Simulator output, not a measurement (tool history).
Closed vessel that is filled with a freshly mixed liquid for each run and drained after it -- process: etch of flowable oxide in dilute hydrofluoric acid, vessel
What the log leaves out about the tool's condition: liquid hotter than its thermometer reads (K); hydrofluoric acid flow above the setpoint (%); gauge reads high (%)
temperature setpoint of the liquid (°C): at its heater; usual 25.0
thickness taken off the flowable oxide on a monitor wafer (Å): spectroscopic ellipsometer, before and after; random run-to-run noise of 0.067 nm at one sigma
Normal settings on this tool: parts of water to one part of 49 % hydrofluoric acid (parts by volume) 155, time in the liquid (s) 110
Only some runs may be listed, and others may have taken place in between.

run    hour  temperature setpoint of the liquid (°C)  parts of water to one part of 49 % hydrofluoric acid (parts by volume)  time in the liquid (s)  wafers since the last listed run  hours since the thermometer was replaced  hours since the hydrofluoric acid flow meter was replaced  hours since the gauge calibration  read-back film thickness of the flowable oxide reference wafer, read on the same gauge (nm)  thickness taken off the flowable oxide on a monitor wafer (Å)
  1     0.0                                     25.0                                                                     190                     125                                 0                                    2043.2                                                      124.1                             1480.3                                                                                        39.99                                                          195.4
  2    65.6                                     27.5                                                                     155                     110                              4544                                    2108.8                                                      189.7                             1545.9                                                                                        40.02                                                          240.8
  3   140.1                                     27.5                                                                     155                     110                              5161                                    2183.3                                                      264.2                             1620.4                                                                                        39.98                                                          242.1
  4   207.2                                     25.0                                                                     155                     110                              4648                                    2250.4                                                      331.3                             1687.5                                                                                        39.97                                                          219.8
  5   281.4                                     25.0                                                                     155                     110                              5140                                    2324.6                                                      405.5                             1761.7                                                                                        40.03                                                          221.1
  6   382.7                                     25.0                                                                     155                     110                              7017                                    2425.9                                                      506.8                             1863.0                                                                                        40.02                                                          222.4
  7   602.9                                     25.0                                                                     155                     110                             15254                                    2646.1                                                      727.0                             2083.2                                                                                        39.99                                                          224.1
  8   699.5                                     25.0                                                                     155                     110                              6692                                    2742.7                                                      823.6                             2179.8                                                                                        40.02                                                          224.7
      737.4  -- hydrofluoric acid flow meter replaced
  9   793.7                                     25.0                                                                     155                     110                              6456                                    2836.9                                                       56.3                             2274.0                                                                                        40.01                                                          218.7
      876.5  -- thermometer replaced
 10   901.5                                     25.0                                                                     155                     110                              7398                                      25.0                                                      164.1                             2381.8                                                                                        39.98                                                          218.5
 11  1167.0                                     25.0                                                                     155                     110                             18392                                     290.5                                                      429.6                             2647.3                                                                                        40.00                                                          222.8
 12  1246.8                                     25.0                                                                     185                     110                              5528                                     370.3                                                      509.4                             2727.1                                                                                        40.01                                                          180.9
 13  1326.5                                     25.0                                                                     155                     110                              5521                                     450.0                                                      589.1                             2806.8                                                                                        40.00                                                          224.0
 14  1384.5                                     25.0                                                                     155                     110                              4018                                     508.0                                                      647.1                             2864.8                                                                                        40.01                                                          224.2
 15  1427.4                                     25.0                                                                     155                     110                              2971                                     550.9                                                      690.0                             2907.7                                                                                        39.99                                                          225.6
 16  1474.4                                     25.0                                                                     155                     110                              3255                                     597.9                                                      737.0                             2954.7                                                                                        40.00                                                          225.7
 17  1563.8                                     23.5                                                                     235                      60                              6193                                     687.3                                                      826.4                             3044.1                                                                                        40.00                                                           70.3
 18  1625.6                                     21.0                                                                     130                     145                              4281                                     749.1                                                      888.2                             3105.9                                                                                        39.99                                                          313.1
     1673.9  -- hydrofluoric acid flow meter replaced
 19  1703.9                                     25.0                                                                     155                     110                              5355                                     827.4                                                       30.0                             3184.2                                                                                        40.01                                                          220.5
 20  1774.9                                     25.0                                                                     155                     110                              4918                                     898.4                                                      101.0                             3255.2                                                                                        39.96                                                          220.2
 21  1835.8                                     25.0                                                                     205                     110                              4218                                     959.3                                                      161.9                             3316.1                                                                                        39.99                                                          158.1
     1865.7  -- gauge calibrated
 22  1938.6                                     25.0                                                                     230                      55                              7121                                    1062.1                                                      264.7                               72.9                                                                                        40.03                                                           69.0
 23  1981.9                                     25.0                                                                     155                     110                              2999                                    1105.4                                                      308.0                              116.2                                                                                        39.96                                                          223.3
 24  2050.5                                     22.0                                                                     210                     110                              4752                                    1174.0                                                      376.6                              184.8                                                                                        40.01                                                          137.8
 25  2144.5                                     30.0                                                                     155                      65                              6511                                    1268.0                                                      470.6                              278.8                                                                                        39.98                                                          158.9
 26  2244.5                                     26.5                                                                     155                      55                              6927                                    1368.0                                                      570.6                              378.8                                                                                        40.01                                                          118.8
 27  2328.2                                     25.0                                                                     155                     110                              5798                                    1451.7                                                      654.3                              462.5                                                                                        39.99                                                          226.1
 28  2372.3                                     22.5                                                                     155                     110                              3055                                    1495.8                                                      698.4                              506.6                                                                                        40.02                                                          205.3
 29  2446.9                                     27.0                                                                     155                      90                              5168                                    1570.4                                                      773.0                              581.2                                                                                        39.95                                                          199.5
 30  2502.7                                     25.0                                                                     155                     110                              3865                                    1626.2                                                      828.8                              637.0                                                                                        40.01                                                          227.0
     2524.3  -- hydrofluoric acid flow meter replaced
 31  2571.7                                     26.5                                                                     190                      50                              4710                                    1695.2                                                       47.4                              706.0                                                                                        39.97                                                           82.1
 32  2679.7                                     25.0                                                                     155                     110                              7481                                    1803.2                                                      155.4                              814.0                                                                                        39.96                                                          218.4
 33  2723.5                                     25.0                                                                      95                     110                              3034                                    1847.0                                                      199.2                              857.8                                                                                        40.02                                                          384.5

What if the next run were any one of these 4? Each begins from the tool's condition after run 33:
  A  2724.2                                     25.0                                                                     155                      80                                48                                    1847.7                                                      199.9                              858.5                                                                                            ?                                                              ?
  B  2724.2                                     27.0                                                                     110                     130                                48                                    1847.7                                                      199.9                              858.5                                                                                            ?                                                              ?
  C  2724.2                                     25.0                                                                     190                     110                                48                                    1847.7                                                      199.9                              858.5                                                                                            ?                                                              ?
  D  2724.2                                     29.0                                                                     195                      90                                48                                    1847.7                                                      199.9                              858.5                                                                                            ?                                                              ?

run  read-back film thickness of the flowable oxide reference wafer, read on the same gauge (nm)  thickness taken off the flowable oxide on a monitor wafer (Å)
  A                                                                                        39.98                                                          159.7
  B                                                                                        39.98                                                          416.8
  C                                                                                        39.98                                                          172.2
  D                                                                                        39.98                                                          157.6
Without the tool's hidden state the same runs would have given:
run  thickness taken off the flowable oxide on a monitor wafer (Å)
  A                                                          158.3
  B                                                          413.2
  C                                                          170.6
  D                                                          156.1

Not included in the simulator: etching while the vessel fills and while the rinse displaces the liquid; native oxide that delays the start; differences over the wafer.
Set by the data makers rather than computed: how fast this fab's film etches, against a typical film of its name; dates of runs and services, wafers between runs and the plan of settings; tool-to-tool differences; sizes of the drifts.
